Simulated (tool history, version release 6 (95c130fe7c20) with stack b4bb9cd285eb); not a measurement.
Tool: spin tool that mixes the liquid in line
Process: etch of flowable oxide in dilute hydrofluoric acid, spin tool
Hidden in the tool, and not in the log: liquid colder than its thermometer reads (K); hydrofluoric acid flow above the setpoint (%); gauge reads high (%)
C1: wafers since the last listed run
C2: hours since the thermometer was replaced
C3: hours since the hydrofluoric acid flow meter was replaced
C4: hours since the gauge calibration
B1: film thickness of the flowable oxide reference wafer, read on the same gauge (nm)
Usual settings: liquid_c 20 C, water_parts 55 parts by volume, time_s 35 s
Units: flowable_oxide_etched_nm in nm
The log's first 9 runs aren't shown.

run 10 hour=453.8 | liquid_c=20 water_parts=55 time_s=35 | C1=502 C2=1400.9 C3=854.9 C4=874.3 | B1=110 | flowable_oxide_etched_nm=16.04
run 11 hour=504.7 | liquid_c=20 water_parts=55 time_s=35 | C1=937 C2=1451.8 C3=905.8 C4=925.2 | B1=110.02 | flowable_oxide_etched_nm=16.26
run 12 hour=567.5 | liquid_c=20 water_parts=35 time_s=35 | C1=1156 C2=1514.6 C3=968.6 C4=988 | B1=110 | flowable_oxide_etched_nm=25.87
run 13 hour=632.4 | liquid_c=19 water_parts=55 time_s=35 | C1=1194 C2=1579.5 C3=1033.5 C4=1052.9 | B1=110 | flowable_oxide_etched_nm=15.38
-- hour=656.8 thermometer replaced
-- hour=700.8 gauge calibrated
run 14 hour=702.5 | liquid_c=20 water_parts=55 time_s=35 | C1=1272 C2=45.7 C3=1103.6 C4=1.7 | B1=109.99 | flowable_oxide_etched_nm=16.97
run 15 hour=748.5 | liquid_c=20 water_parts=25 time_s=35 | C1=846 C2=91.7 C3=1149.6 C4=47.7 | B1=110.01 | flowable_oxide_etched_nm=38.65
run 16 hour=816 | liquid_c=17.5 water_parts=75 time_s=35 | C1=1242 C2=159.2 C3=1217.1 C4=115.2 | B1=109.99 | flowable_oxide_etched_nm=10.88
run 17 hour=841.2 | liquid_c=21.5 water_parts=70 time_s=50 | C1=463 C2=184.4 C3=1242.3 C4=140.4 | B1=109.99 | flowable_oxide_etched_nm=19.89
run 18 hour=898.1 | liquid_c=22 water_parts=55 time_s=40 | C1=1047 C2=241.3 C3=1299.2 C4=197.3 | B1=110 | flowable_oxide_etched_nm=21.1
run 19 hour=937 | liquid_c=20 water_parts=55 time_s=35 | C1=716 C2=280.2 C3=1338.1 C4=236.2 | B1=110 | flowable_oxide_etched_nm=17
run 20 hour=1000.4 | liquid_c=20 water_parts=55 time_s=35 | C1=1167 C2=343.6 C3=1401.5 C4=299.6 | B1=109.99 | flowable_oxide_etched_nm=16.93
run 21 hour=1061.1 | liquid_c=20 water_parts=55 time_s=35 | C1=1117 C2=404.3 C3=1462.2 C4=360.3 | B1=110.01 | flowable_oxide_etched_nm=17.19
run 22 hour=1102.3 | liquid_c=18.5 water_parts=70 time_s=45 | C1=758 C2=445.5 C3=1503.4 C4=401.5 | B1=110.01 | flowable_oxide_etched_nm=15.81
-- hour=1112.5 hydrofluoric acid flow meter replaced
run 23 hour=1161.3 | liquid_c=20 water_parts=70 time_s=20 | C1=1067 C2=504.5 C3=48.8 C4=460.5 | B1=110 | flowable_oxide_etched_nm=7.14
run 24 hour=1303.3 | liquid_c=18.5 water_parts=65 time_s=15 | C1=2614 C2=646.5 C3=190.8 C4=602.5 | B1=110 | flowable_oxide_etched_nm=5.36
run 25 hour=1359.5 | liquid_c=20 water_parts=55 time_s=45 | C1=1034 C2=702.7 C3=247 C4=658.7 | B1=110.01 | flowable_oxide_etched_nm=20.99
run 26 hour=1413.4 | liquid_c=20 water_parts=45 time_s=30 | C1=992 C2=756.6 C3=300.9 C4=712.6 | B1=110.01 | flowable_oxide_etched_nm=17.03
run 27 hour=1466.3 | liquid_c=22.5 water_parts=55 time_s=15 | C1=973 C2=809.5 C3=353.8 C4=765.5 | B1=110 | flowable_oxide_etched_nm=7.7
run 28 hour=1514.4 | liquid_c=17 water_parts=55 time_s=35 | C1=885 C2=857.6 C3=401.9 C4=813.6 | B1=109.98 | flowable_oxide_etched_nm=14.1
run 29 hour=1554.4 | liquid_c=20 water_parts=30 time_s=35 | C1=736 C2=897.6 C3=441.9 C4=853.6 | B1=110.01 | flowable_oxide_etched_nm=29.93
run 30 hour=1606.7 | liquid_c=20 water_parts=55 time_s=20 | C1=962 C2=949.9 C3=494.2 C4=905.9 | B1=109.99 | flowable_oxide_etched_nm=9.21
run 31 hour=1653.5 | liquid_c=23.5 water_parts=35 time_s=15 | C1=861 C2=996.7 C3=541 C4=952.7 | B1=110 | flowable_oxide_etched_nm=12.89
run 32 hour=1692.8 | liquid_c=20 water_parts=70 time_s=35 | C1=723 C2=1036 C3=580.3 C4=992 | B1=110.01 | flowable_oxide_etched_nm=12.18
run 33 hour=1728.6 | liquid_c=25 water_parts=40 time_s=35 | C1=659 C2=1071.8 C3=616.1 C4=1027.8 | B1=110 | flowable_oxide_etched_nm=27.88
run 34 hour=1800 | liquid_c=18.5 water_parts=30 time_s=50 | C1=1314 C2=1143.2 C3=687.5 C4=1099.2 | B1=110.01 | flowable_oxide_etched_nm=40.64

4 ways to go on from here, each from the tool as it stands after run 34. What would each give?
run A hour=1800.4 | liquid_c=20 water_parts=55 time_s=35 | C1=7 C2=1143.6 C3=687.9 C4=1099.6 | B1=? | flowable_oxide_etched_nm=?
run B hour=1800.4 | liquid_c=17 water_parts=70 time_s=20 | C1=7 C2=1143.6 C3=687.9 C4=1099.6 | B1=? | flowable_oxide_etched_nm=?
run C hour=1800.4 | liquid_c=17 water_parts=75 time_s=25 | C1=7 C2=1143.6 C3=687.9 C4=1099.6 | B1=? | flowable_oxide_etched_nm=?
run D hour=1800.4 | liquid_c=17 water_parts=75 time_s=20 | C1=7 C2=1143.6 C3=687.9 C4=1099.6 | B1=? | flowable_oxide_etched_nm=?

run=A B1=110 flowable_oxide_etched_nm=16.16
run=B B1=110 flowable_oxide_etched_nm=6.27
run=C B1=110 flowable_oxide_etched_nm=7.28
run=D B1=110 flowable_oxide_etched_nm=5.82
Without the tool's hidden state the same runs would have given:
run=A flowable_oxide_etched_nm=16.49
run=B flowable_oxide_etched_nm=6.4
run=C flowable_oxide_etched_nm=7.43
run=D flowable_oxide_etched_nm=5.94
